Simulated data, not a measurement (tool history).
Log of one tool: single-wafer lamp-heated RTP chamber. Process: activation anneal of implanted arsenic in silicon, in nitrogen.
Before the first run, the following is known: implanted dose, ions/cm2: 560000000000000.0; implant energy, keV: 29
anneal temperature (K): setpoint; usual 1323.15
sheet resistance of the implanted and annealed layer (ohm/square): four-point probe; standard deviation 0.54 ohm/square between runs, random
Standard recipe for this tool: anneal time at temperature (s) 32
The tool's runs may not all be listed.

| run | hour | anneal temperature (K) | anneal time at temperature (s) | wafers since the last listed run | wafers since the last pyrometer calibration | wafers since the reflector plate was cleaned | hours since the gauge calibration | read-back reference wafer on the same gauge, sheet resistance | sheet resistance of the implanted and annealed layer (ohm/square) |
|---|---|---|---|---|---|---|---|---|---|
| 1 | 0 | 1303.15 | 45 | 0 | 2563 | 2171 | 173.8 | 183.43 | 190.97 |
| 2 | 20.2 | 1303.15 | 45 | 409 | 2972 | 2581 | 194 | 183.62 | 191.94 |
| 3 | 38.1 | 1312.15 | 38 | 363 | 3336 | 2944 | 211.9 | 183.71 | 191.68 |
|  | 46.9 | pyrometer window cleaned and pyrometer calibrated |
|  | 60 | gauge calibrated |
| 4 | 72 | 1312.15 | 38 | 525 | 508 | 3469 | 12 | 181.82 | 189.61 |
| 5 | 104.8 | 1323.15 | 32 | 665 | 1173 | 4135 | 44.8 | 182.14 | 190.11 |
| 6 | 137.9 | 1323.15 | 32 | 671 | 1845 | 4806 | 77.9 | 182.36 | 190.69 |
| 7 | 163.9 | 1323.15 | 32 | 527 | 2372 | 5334 | 103.9 | 182.54 | 189.85 |
| 8 | 182.7 | 1323.15 | 32 | 381 | 2753 | 5715 | 122.7 | 182.73 | 190.27 |
| 9 | 210.8 | 1323.15 | 32 | 570 | 3324 | 6285 | 150.8 | 182.81 | 191.17 |
|  | 222 | pyrometer window cleaned and pyrometer calibrated |
| 10 | 239.4 | 1323.15 | 16 | 417 | 352 | 6703 | 179.4 | 182.99 | 194.33 |
| 11 | 255.6 | 1338.15 | 20 | 328 | 681 | 7032 | 195.6 | 183.15 | 191.51 |
|  | 279.1 | gauge calibrated |
| 12 | 287.8 | 1344.15 | 17 | 653 | 1334 | 7685 | 8.7 | 181.97 | 189.18 |
| 13 | 301.9 | 1312.15 | 38 | 286 | 1620 | 7971 | 22.8 | 182.21 | 189.16 |
|  | 331.2 | reflector plate cleaned |
| 14 | 333.2 | 1331.15 | 32 | 472 | 2092 | 40 | 54.1 | 182.4 | 188.84 |
| 15 | 351.4 | 1323.15 | 32 | 369 | 2462 | 409 | 72.3 | 182.54 | 189.78 |
| 16 | 381.8 | 1296.15 | 41 | 616 | 3078 | 1026 | 102.7 | 182.69 | 191.97 |
| 17 | 403.4 | 1346.15 | 14 | 438 | 3517 | 1464 | 124.3 | 182.86 | 192.21 |
| 18 | 425.1 | 1337.15 | 38 | 440 | 3957 | 1904 | 146 | 183 | 186.53 |

3 ways to go on from here, each from the tool as it stands after run 18. What would each give?
| A | 425.5 | 1323.15 | 32 | 8 | 3965 | 1912 | 146.4 | ? | ? |
| B | 425.5 | 1337.15 | 41 | 8 | 3965 | 1912 | 146.4 | ? | ? |
| C | 425.5 | 1323.15 | 47 | 8 | 3965 | 1912 | 146.4 | ? | ? |

| run | read-back reference wafer on the same gauge, sheet resistance | sheet resistance of the implanted and annealed layer (ohm/square) |
|---|---|---|
| A | 183.01 | 190.59 |
| B | 183.01 | 186.72 |
| C | 183.01 | 188.06 |
Stripped of hidden state, with their random variation kept, the same runs would have yielded:
| run | sheet resistance of the implanted and annealed layer (ohm/square) |
|---|---|
| A | 189.49 |
| B | 185.65 |
| C | 186.98 |
